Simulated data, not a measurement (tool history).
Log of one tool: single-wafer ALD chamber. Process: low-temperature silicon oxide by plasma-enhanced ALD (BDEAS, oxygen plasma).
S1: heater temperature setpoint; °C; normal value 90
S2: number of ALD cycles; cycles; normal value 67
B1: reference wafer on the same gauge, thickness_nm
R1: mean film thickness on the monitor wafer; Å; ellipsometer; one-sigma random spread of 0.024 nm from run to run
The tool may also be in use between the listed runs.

{"run": 1, "hour": 0.0, "S1": 90, "S2": 67, "B1": 8.596, "R1": 95.51}
{"run": 2, "hour": 9.7, "S1": 90, "S2": 67, "B1": 8.598, "R1": 95.73}
{"run": 3, "hour": 21.1, "S1": 90, "S2": 67, "B1": 8.593, "R1": 95.58}
{"run": 4, "hour": 31.8, "S1": 79, "S2": 67, "B1": 8.584, "R1": 99.42}
{"run": 5, "hour": 44.2, "S1": 90, "S2": 67, "B1": 8.587, "R1": 95.84}
{"run": 6, "hour": 53.6, "S1": 90, "S2": 67, "B1": 8.581, "R1": 95.14}
{"run": 7, "hour": 70.7, "S1": 90, "S2": 67, "B1": 8.571, "R1": 95.18}
{"run": 8, "hour": 84.1, "S1": 90, "S2": 67, "B1": 8.567, "R1": 95.58}
{"run": 9, "hour": 92.4, "S1": 83, "S2": 67, "B1": 8.562, "R1": 98.35}
{"run": 10, "hour": 106.4, "S1": 83, "S2": 67, "B1": 8.555, "R1": 97.96}
{"run": 11, "hour": 113.0, "S1": 83, "S2": 67, "B1": 8.548, "R1": 97.74}
{"run": 12, "hour": 127.5, "S1": 90, "S2": 67, "B1": 8.541, "R1": 94.99}
{"run": 13, "hour": 144.8, "S1": 90, "S2": 63, "B1": 8.535, "R1": 89.69}
{"run": 14, "hour": 152.6, "S1": 90, "S2": 63, "B1": 8.539, "R1": 89.24}
{"run": 15, "hour": 159.1, "S1": 90, "S2": 67, "B1": 8.531, "R1": 94.53}
{"hour": 175.1, "done": "thermocouple changed; heater temperature recalibrated"}
{"run": 16, "hour": 175.6, "S1": 90, "S2": 67, "B1": 8.516, "R1": 94.22}
{"run": 17, "hour": 182.8, "S1": 81, "S2": 67, "B1": 8.51, "R1": 98.1}
{"run": 18, "hour": 193.8, "S1": 90, "S2": 67, "B1": 8.502, "R1": 94.5}
{"run": 19, "hour": 201.7, "S1": 90, "S2": 67, "B1": 8.499, "R1": 94.54}
{"run": 20, "hour": 209.0, "S1": 90, "S2": 67, "B1": 8.495, "R1": 94.56}
{"run": 21, "hour": 225.8, "S1": 84, "S2": 72, "B1": 8.49, "R1": 103.7}
{"run": 22, "hour": 242.2, "S1": 81, "S2": 78, "B1": 8.47, "R1": 113.75}
{"run": 23, "hour": 252.9, "S1": 90, "S2": 55, "B1": 8.467, "R1": 77.29}
{"hour": 262.1, "done": "gauge calibrated"}
{"run": 24, "hour": 267.0, "S1": 85, "S2": 56, "B1": 8.655, "R1": 82.14}
{"run": 25, "hour": 277.8, "S1": 90, "S2": 75, "B1": 8.657, "R1": 108.16}
{"run": 26, "hour": 295.3, "S1": 98, "S2": 60, "B1": 8.661, "R1": 83.39}
{"run": 27, "hour": 313.1, "S1": 90, "S2": 79, "B1": 8.662, "R1": 113.29}
{"run": 28, "hour": 329.0, "S1": 101, "S2": 57, "B1": 8.659, "R1": 78.94}
{"run": 29, "hour": 343.6, "S1": 80, "S2": 73, "B1": 8.658, "R1": 109.03}
{"run": 30, "hour": 350.9, "S1": 90, "S2": 67, "B1": 8.653, "R1": 96.36}
{"run": 31, "hour": 359.3, "S1": 90, "S2": 67, "B1": 8.644, "R1": 96.43}
{"run": 32, "hour": 374.4, "S1": 90, "S2": 67, "B1": 8.654, "R1": 96.64}
{"run": 33, "hour": 392.2, "S1": 79, "S2": 59, "B1": 8.647, "R1": 88.6}
{"run": 34, "hour": 402.1, "S1": 90, "S2": 56, "B1": 8.651, "R1": 80.36}

Forecast each of these 5 alternatives for the next run:
{"run": "A", "hour": 402.6, "S1": 90, "S2": 60, "B1": "?", "R1": "?"}
{"run": "B", "hour": 402.6, "S1": 100, "S2": 67, "B1": "?", "R1": "?"}
{"run": "C", "hour": 402.6, "S1": 76, "S2": 56, "B1": "?", "R1": "?"}
{"run": "D", "hour": 402.6, "S1": 96, "S2": 75, "B1": "?", "R1": "?"}
{"run": "E", "hour": 402.6, "S1": 81, "S2": 56, "B1": "?", "R1": "?"}

run=A B1=8.643 R1=86.11
run=B B1=8.643 R1=92.57
run=C B1=8.643 R1=84.84
run=D B1=8.643 R1=105.07
run=E B1=8.643 R1=83.24
Without the tool's unlogged condition, the same runs would have read:
run=A R1=86.07
run=B R1=92.53
run=C R1=84.80
run=D R1=105.02
run=E R1=83.20
